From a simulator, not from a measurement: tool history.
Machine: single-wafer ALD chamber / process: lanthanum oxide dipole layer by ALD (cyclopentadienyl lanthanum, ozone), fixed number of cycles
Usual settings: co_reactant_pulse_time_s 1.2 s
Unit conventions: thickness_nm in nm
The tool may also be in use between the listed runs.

run,hour,co_reactant_pulse_time_s,"read-back reference wafer on the same gauge, thickness_nm",thickness_nm
1,0,1.2,0.558,0.467
2,26.5,1.2,0.558,0.471
3,71.4,1.2,0.558,0.468
4,106.1,1.2,0.559,0.463
5,144.2,1.2,0.558,0.471
6,182.3,1.2,0.558,0.468
7,248.4,1.2,0.557,0.466
8,276,1.2,0.558,0.47
# hour 350.5: thermocouple changed; heater temperature recalibrated
# hour 434.9: showerhead replaced
9,435.4,1.53,0.559,0.501
10,456.3,1.08,0.558,0.436
11,517.6,1.48,0.558,0.498
12,582.5,0.74,0.558,0.279
13,628.4,0.99,0.557,0.41
14,668.2,0.88,0.557,0.362
15,824.4,0.76,0.559,0.286
# hour 836.9: gauge calibrated
16,887.4,1.2,0.557,0.457
17,948.3,1.46,0.558,0.497
18,973.6,1.07,0.559,0.427
19,1032.6,0.78,0.557,0.301

Expected results for the next run?
20,1097.4,1.62,?,?

Run 20 yielded read-back reference wafer on the same gauge, thickness_nm 0.559, thickness_nm 0.504 nm.
Minus the tool's unlogged condition, the same run would have read thickness_nm 0.512 nm.
